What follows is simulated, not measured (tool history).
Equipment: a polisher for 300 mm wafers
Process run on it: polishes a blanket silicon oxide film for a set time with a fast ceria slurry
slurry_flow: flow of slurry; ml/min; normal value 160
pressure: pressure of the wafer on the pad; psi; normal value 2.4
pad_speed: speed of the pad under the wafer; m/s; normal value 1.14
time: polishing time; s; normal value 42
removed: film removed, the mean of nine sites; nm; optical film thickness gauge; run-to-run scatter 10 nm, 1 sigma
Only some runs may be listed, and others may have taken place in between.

| run | day | slurry_flow | pressure | pad_speed | time | incoming thickness of the incoming film, nm | removed |
|---|---|---|---|---|---|---|---|
| 1 | 0 | 160 | 1.8 | 1.14 | 42 | 3316.7 | 545.6 |
|  | 0.967 | slurry nozzle cleaned |
| 2 | 1.142 | 160 | 1.8 | 1.14 | 42 | 3337.8 | 544.5 |
| 3 | 2.683 | 160 | 2.4 | 1.14 | 42 | 3348.2 | 738.7 |
| 4 | 3.929 | 160 | 2.4 | 1.28 | 38 | 3302.8 | 726.3 |
|  | 4.458 | worn pad replaced by a new one |
| 5 | 5.279 | 135 | 2.4 | 1.38 | 42 | 3298 | 810.5 |
| 6 | 6.754 | 135 | 2.4 | 1.38 | 42 | 3295.2 | 805 |
| 7 | 7.521 | 160 | 2.4 | 1.14 | 50 | 3282.8 | 860.3 |
|  | 10.067 | worn pad replaced by a new one |
| 8 | 11.062 | 170 | 2.6 | 1.14 | 42 | 3305.6 | 777.7 |
| 9 | 12.425 | 170 | 2.6 | 1.14 | 42 | 3329.8 | 775.6 |
|  | 12.654 | slurry nozzle cleaned |
| 10 | 13.433 | 170 | 2.6 | 1.14 | 42 | 3325.4 | 783.4 |
| 11 | 14.388 | 160 | 2.4 | 1.14 | 42 | 3390.5 | 706.1 |
|  | 15.029 | worn pad replaced by a new one |
| 12 | 15.412 | 160 | 2.4 | 1.14 | 42 | 3361 | 694.7 |
| 13 | 16.046 | 160 | 3.1 | 1.38 | 31 | 3311 | 774.7 |
|  | 16.312 | head pressure recalibrated |
| 14 | 16.658 | 160 | 2.8 | 1.48 | 51 | 3361.2 | 1338.1 |
| 15 | 17.404 | 160 | 2 | 1.14 | 42 | 3340.2 | 651 |
| 16 | 18.383 | 160 | 2.4 | 1.14 | 42 | 3341.5 | 784.5 |
| 17 | 18.917 | 160 | 2.4 | 0.92 | 42 | 3335.8 | 674.1 |
| 18 | 19.667 | 185 | 2.4 | 1.14 | 42 | 3283.4 | 800.1 |
|  | 19.858 | worn pad replaced by a new one |
| 19 | 20.242 | 125 | 2.1 | 0.9 | 42 | 3367.5 | 540.9 |
| 20 | 21.625 | 160 | 2.4 | 1.14 | 30 | 3312.8 | 536.7 |
| 21 | 22.662 | 125 | 2.4 | 0.78 | 33 | 3337.5 | 445 |
| 22 | 23.608 | 200 | 3.2 | 1.42 | 48 | 3301.5 | 1420.7 |
|  | 24.125 | slurry nozzle cleaned |
|  | 24.796 | worn pad replaced by a new one |
| 23 | 24.9 | 160 | 2.4 | 1.14 | 42 | 3321.3 | 749.3 |
| 24 | 25.717 | 160 | 2.4 | 0.76 | 42 | 3315.1 | 589.9 |
| 25 | 26.371 | 160 | 2.4 | 1.14 | 42 | 3328.1 | 780.7 |

Below are 5 alternative next runs, each starting from the tool's condition after run 25. Predict each:
| A | 26.388 | 160 | 2.8 | 1.14 | 42 | 3324.3 | ? |
| B | 26.388 | 185 | 2.4 | 1.48 | 49 | 3324.3 | ? |
| C | 26.388 | 175 | 2.1 | 1.14 | 53 | 3324.3 | ? |
| D | 26.388 | 120 | 1.9 | 1.14 | 38 | 3324.3 | ? |
| E | 26.388 | 125 | 2.9 | 0.92 | 30 | 3324.3 | ? |

| run | removed |
|---|---|
| A | 871.8 |
| B | 1085.1 |
| C | 837.7 |
| D | 503.9 |
| E | 527.7 |
Take away the tool's hidden state, keep each run's random variation, and the runs would have read:
| run | removed |
|---|---|
| A | 901 |
| B | 1121.5 |
| C | 865.8 |
| D | 520.7 |
| E | 545.4 |
